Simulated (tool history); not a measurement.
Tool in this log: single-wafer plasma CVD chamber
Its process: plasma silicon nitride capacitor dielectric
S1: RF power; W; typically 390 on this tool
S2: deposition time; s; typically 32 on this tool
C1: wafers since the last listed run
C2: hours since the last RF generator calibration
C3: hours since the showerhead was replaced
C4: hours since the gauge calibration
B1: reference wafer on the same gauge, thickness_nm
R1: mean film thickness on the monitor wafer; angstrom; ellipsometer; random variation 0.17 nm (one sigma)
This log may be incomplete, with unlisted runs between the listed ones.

run     day   S1    S2    C1      C2      C3      C4      B1      R1
  1       0  435    27     0   674.5  3014.6   996.1  51.496  402.19
  2   2.779  435    27  1166   741.2  3081.3  1062.8  51.526  400.13
  3   5.642  390    32  1201   809.9    3150  1131.5  51.517  452.74
      6.162  -- gauge calibrated
  4   8.458  390    32  1182   877.5  3217.6    55.1  51.458  453.63
  5  10.983  390  36.7  1060   938.1  3278.2   115.7  51.427  518.34
     12.142  -- RF generator calibrated
  6  12.596  390  36.7   537    10.9  3316.9   154.4  51.529  525.95
  7  14.412  445    29   762    54.5  3360.5     198  51.497  442.55
  8  17.188  445    29  1165   121.1  3427.1   264.6  51.497  443.01
  9  19.433  390    32   942     175    3481   318.5  51.525  459.81
 10  21.438  390  28.3   841   223.1  3529.1   366.6  51.516  405.28
 11  23.575  390  28.3   897   274.4  3580.4   417.9  51.494  405.72
 12  26.479  390  28.3  1219   344.1  3650.1   487.6  51.504  406.75
 13      29  390    32  1058   404.6  3710.6   548.1   51.57  458.44
 14  31.762  370    32  1159   470.9  3776.9   614.4  51.472  446.61
 15  34.062  390    32   965   526.1  3832.1   669.6  51.507  455.69
 16  35.254  390    32   500   554.7  3860.7   698.2  51.529  452.95
 17  37.558  390    32   967     610    3916   753.5  51.503  452.57
 18  38.908  335    26   566   642.4  3948.4   785.9  51.494  343.26
 19  40.208  315  37.3   545   673.6  3979.6   817.1  51.479  479.72
     43.088  -- showerhead replaced, of another model than before
 20  43.146  390    32  1093   744.1     1.4   887.6  51.539  448.88
 21  49.688  390  28.8  2746   901.1   158.4  1044.6  51.538  402.05
 22  51.558  315    32   785     946   203.3  1089.5  51.538  386.95
 23  54.508  390  28.5  1238  1016.8   274.1  1160.3   51.52  396.96
 24  56.504  425    32   837  1064.7     322  1208.2  51.492  467.97
     57.025  -- gauge calibrated
     58.333  -- RF generator calibrated
 25  58.412  440  35.9   661     1.9   367.8    33.3  51.489  548.05
 26   60.75  465    37   981      58   423.9    89.4  51.525  585.43
 27  62.208  320    32   612      93   458.9   124.4  51.504  401.54
 28  64.217  420    32   843   141.2   507.1   172.6  51.541  476.87
 29  66.662  335    26  1026   199.9   565.8   231.3  51.514  336.99
 30  68.238  430    32   661   237.7   603.6   269.1   51.55   481.3
 31  71.008  390    32  1163   304.2   670.1   335.6   51.54  454.77
 32  73.275  330  36.3   951   358.6   724.5     390  51.465  461.39
 33   75.45  440  36.5   913   410.8   776.7   442.2    51.5  552.53
 34  76.492  390    32   437   435.8   801.7   467.2  51.499  453.39
 35  78.046  465  28.6   652   473.1     839   504.5  51.468  445.45

Entry by entry between the runs, the difference in hidden state between the last listed run before and the first listed run after:
Runs 3 to 4: gauge calibrated (day 6.162)
  delivered RF power above the setpoint (%): -4.8 -> -5.19
  measured less the result without the state, R1: -10.41 -> -11.31 angstrom
Runs 5 to 6: RF generator calibrated (day 12.142)
  delivered RF power above the setpoint (%): -5.54 -> -0.145
  measured less the result without the state, R1: -13.84 -> -0.35 angstrom
Runs 19 to 20: showerhead replaced, of another model than before (day 43.088)
  delivered RF power above the setpoint (%): -3.94 -> -4.34
  measured less the result without the state, R1: -8.95 -> -12.13 angstrom
Runs 24 to 25: gauge calibrated (day 57.025); RF generator calibrated (day 58.333)
  delivered RF power above the setpoint (%): -6.17 -> -0.842
  measured less the result without the state, R1: -18.48 -> -2.75 angstrom
